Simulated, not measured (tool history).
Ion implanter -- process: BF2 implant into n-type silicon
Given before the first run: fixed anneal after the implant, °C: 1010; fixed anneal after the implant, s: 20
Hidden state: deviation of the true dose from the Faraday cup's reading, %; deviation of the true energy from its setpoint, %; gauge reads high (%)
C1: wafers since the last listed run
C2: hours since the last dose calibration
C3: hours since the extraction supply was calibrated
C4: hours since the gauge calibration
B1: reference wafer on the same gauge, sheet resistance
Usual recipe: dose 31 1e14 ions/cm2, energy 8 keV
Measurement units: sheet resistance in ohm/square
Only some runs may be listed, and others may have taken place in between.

{"run": 1, "hour": 0.0, "dose": 28.56, "energy": 10, "C1": 0, "C2": 423.8, "C3": 2618.8, "C4": 992.4, "B1": 202.31, "sheet resistance": 183.56}
{"run": 2, "hour": 68.6, "dose": 38.37, "energy": 6.5, "C1": 629, "C2": 492.4, "C3": 2687.4, "C4": 1061, "B1": 202.39, "sheet resistance": 206}
{"run": 3, "hour": 126.2, "dose": 28.8, "energy": 8, "C1": 528, "C2": 550, "C3": 2745, "C4": 1118.6, "B1": 202.26, "sheet resistance": 196.66}
{"run": 4, "hour": 222.5, "dose": 28.8, "energy": 8, "C1": 883, "C2": 646.3, "C3": 2841.3, "C4": 1214.9, "B1": 201.99, "sheet resistance": 198.35}
{"hour": 231.5, "done": "Faraday cup replaced and dose calibrated"}
{"run": 5, "hour": 269.3, "dose": 31, "energy": 8, "C1": 356, "C2": 37.8, "C3": 2888.1, "C4": 1261.7, "B1": 202.06, "sheet resistance": 194.71}
{"run": 6, "hour": 371.9, "dose": 31, "energy": 8, "C1": 941, "C2": 140.4, "C3": 2990.7, "C4": 1364.3, "B1": 201.88, "sheet resistance": 196.03}
{"run": 7, "hour": 435.7, "dose": 31, "energy": 8, "C1": 585, "C2": 204.2, "C3": 3054.5, "C4": 1428.1, "B1": 201.86, "sheet resistance": 196.63}
{"run": 8, "hour": 527.0, "dose": 31, "energy": 8, "C1": 838, "C2": 295.5, "C3": 3145.8, "C4": 1519.4, "B1": 201.58, "sheet resistance": 195.79}
{"run": 9, "hour": 575.5, "dose": 31, "energy": 8, "C1": 445, "C2": 344, "C3": 3194.3, "C4": 1567.9, "B1": 201.37, "sheet resistance": 195.56}
{"run": 10, "hour": 629.7, "dose": 27.58, "energy": 6, "C1": 497, "C2": 398.2, "C3": 3248.5, "C4": 1622.1, "B1": 201.37, "sheet resistance": 212.98}
{"run": 11, "hour": 719.1, "dose": 31, "energy": 8, "C1": 820, "C2": 487.6, "C3": 3337.9, "C4": 1711.5, "B1": 201.53, "sheet resistance": 195.78}
{"run": 12, "hour": 779.4, "dose": 31, "energy": 8, "C1": 553, "C2": 547.9, "C3": 3398.2, "C4": 1771.8, "B1": 201.42, "sheet resistance": 195.7}
{"run": 13, "hour": 850.3, "dose": 28.98, "energy": 10, "C1": 650, "C2": 618.8, "C3": 3469.1, "C4": 1842.7, "B1": 201.36, "sheet resistance": 182.31}
{"hour": 941.0, "done": "Faraday cup replaced and dose calibrated"}
{"run": 14, "hour": 949.9, "dose": 28.98, "energy": 10, "C1": 840, "C2": 8.9, "C3": 3568.7, "C4": 1942.3, "B1": 201.29, "sheet resistance": 181.78}
{"run": 15, "hour": 1023.4, "dose": 28.98, "energy": 10, "C1": 674, "C2": 82.4, "C3": 3642.2, "C4": 2015.8, "B1": 201.06, "sheet resistance": 182.49}
{"run": 16, "hour": 1155.1, "dose": 31, "energy": 8, "C1": 1208, "C2": 214.1, "C3": 3773.9, "C4": 2147.5, "B1": 201.17, "sheet resistance": 195.75}
{"run": 17, "hour": 1216.1, "dose": 31, "energy": 8, "C1": 559, "C2": 275.1, "C3": 3834.9, "C4": 2208.5, "B1": 201.11, "sheet resistance": 194.99}
{"run": 18, "hour": 1292.6, "dose": 31, "energy": 8, "C1": 702, "C2": 351.6, "C3": 3911.4, "C4": 2285, "B1": 201.07, "sheet resistance": 194.6}
{"run": 19, "hour": 1328.9, "dose": 25.47, "energy": 10, "C1": 333, "C2": 387.9, "C3": 3947.7, "C4": 2321.3, "B1": 201.16, "sheet resistance": 182.87}
{"run": 20, "hour": 1413.1, "dose": 33.79, "energy": 10, "C1": 772, "C2": 472.1, "C3": 4031.9, "C4": 2405.5, "B1": 201.14, "sheet resistance": 182.06}
{"run": 21, "hour": 1454.9, "dose": 37.11, "energy": 6, "C1": 383, "C2": 513.9, "C3": 4073.7, "C4": 2447.3, "B1": 200.75, "sheet resistance": 210.11}
{"hour": 1502.0, "done": "Faraday cup replaced and dose calibrated"}
{"run": 22, "hour": 1625.3, "dose": 25.19, "energy": 8, "C1": 1490, "C2": 123.3, "C3": 4244.1, "C4": 2617.7, "B1": 200.93, "sheet resistance": 195.84}
{"run": 23, "hour": 1702.9, "dose": 25.91, "energy": 5.5, "C1": 712, "C2": 200.9, "C3": 4321.7, "C4": 2695.3, "B1": 200.98, "sheet resistance": 215.59}
{"run": 24, "hour": 1753.4, "dose": 31, "energy": 8, "C1": 463, "C2": 251.4, "C3": 4372.2, "C4": 2745.8, "B1": 201.1, "sheet resistance": 194.26}
{"hour": 1825.3, "done": "gauge calibrated"}
{"run": 25, "hour": 1851.9, "dose": 31, "energy": 8, "C1": 904, "C2": 349.9, "C3": 4470.7, "C4": 26.6, "B1": 205.43, "sheet resistance": 200.18}
{"run": 26, "hour": 1889.8, "dose": 31, "energy": 5.5, "C1": 347, "C2": 387.8, "C3": 4508.6, "C4": 64.5, "B1": 205.17, "sheet resistance": 221.89}
{"run": 27, "hour": 1953.8, "dose": 31, "energy": 8, "C1": 587, "C2": 451.8, "C3": 4572.6, "C4": 128.5, "B1": 205.12, "sheet resistance": 199.89}
{"hour": 2012.0, "done": "extraction supply calibrated"}
{"run": 28, "hour": 2029.5, "dose": 31, "energy": 8, "C1": 621, "C2": 527.5, "C3": 17.5, "C4": 204.2, "B1": 204.54, "sheet resistance": 199.67}
{"run": 29, "hour": 2089.9, "dose": 38.19, "energy": 9, "C1": 554, "C2": 587.9, "C3": 77.9, "C4": 264.6, "B1": 204.3, "sheet resistance": 190.46}
{"hour": 2133.3, "done": "Faraday cup replaced and dose calibrated"}
{"run": 30, "hour": 2188.5, "dose": 31, "energy": 8, "C1": 831, "C2": 55.2, "C3": 176.5, "C4": 363.2, "B1": 203.9, "sheet resistance": 197.84}
{"run": 31, "hour": 2242.9, "dose": 27.96, "energy": 7, "C1": 499, "C2": 109.6, "C3": 230.9, "C4": 417.6, "B1": 203.88, "sheet resistance": 206.55}
{"run": 32, "hour": 2311.0, "dose": 31, "energy": 8, "C1": 625, "C2": 177.7, "C3": 299, "C4": 485.7, "B1": 203.67, "sheet resistance": 198.18}
{"run": 33, "hour": 2361.5, "dose": 26.9, "energy": 10, "C1": 463, "C2": 228.2, "C3": 349.5, "C4": 536.2, "B1": 203.51, "sheet resistance": 184.36}
{"run": 34, "hour": 2410.5, "dose": 31, "energy": 6, "C1": 449, "C2": 277.2, "C3": 398.5, "C4": 585.2, "B1": 203.33, "sheet resistance": 214.11}
{"run": 35, "hour": 2508.1, "dose": 31, "energy": 10, "C1": 895, "C2": 374.8, "C3": 496.1, "C4": 682.8, "B1": 203.09, "sheet resistance": 183.36}
{"run": 36, "hour": 2592.8, "dose": 34.06, "energy": 9.5, "C1": 777, "C2": 459.5, "C3": 580.8, "C4": 767.5, "B1": 202.92, "sheet resistance": 186.47}
{"run": 37, "hour": 2688.2, "dose": 31, "energy": 9.5, "C1": 875, "C2": 554.9, "C3": 676.2, "C4": 862.9, "B1": 202.67, "sheet resistance": 186.14}

Selected run-to-run steps in sheet resistance, each split into two signed amounts: the part the tool would show with no hidden state at all (from settings, incoming material and random variation), and the remainder, which goes to the hidden state together with any gauge scatter not common to the measured and the hidden-state-free results:
Run 1 -> 2: dose 28.56 -> 38.37, energy 10 -> 6.5. sheet resistance +22.44 ohm/square: hidden state -0.42, all else +22.86.
Run 20 -> 21: dose 33.79 -> 37.11, energy 10 -> 6. sheet resistance +28.05 ohm/square: hidden state -0.57, all else +28.62.
Run 24 -> 25: gauge calibrated. sheet resistance +5.92 ohm/square: hidden state +4.32, all else +1.6.
Run 33 -> 34: dose 26.9 -> 31, energy 10 -> 6. sheet resistance +29.75 ohm/square: hidden state -0.36, all else +30.11.
Run 34 -> 35: energy 6 -> 10. sheet resistance -30.75 ohm/square: hidden state +0.01, all else -30.76.

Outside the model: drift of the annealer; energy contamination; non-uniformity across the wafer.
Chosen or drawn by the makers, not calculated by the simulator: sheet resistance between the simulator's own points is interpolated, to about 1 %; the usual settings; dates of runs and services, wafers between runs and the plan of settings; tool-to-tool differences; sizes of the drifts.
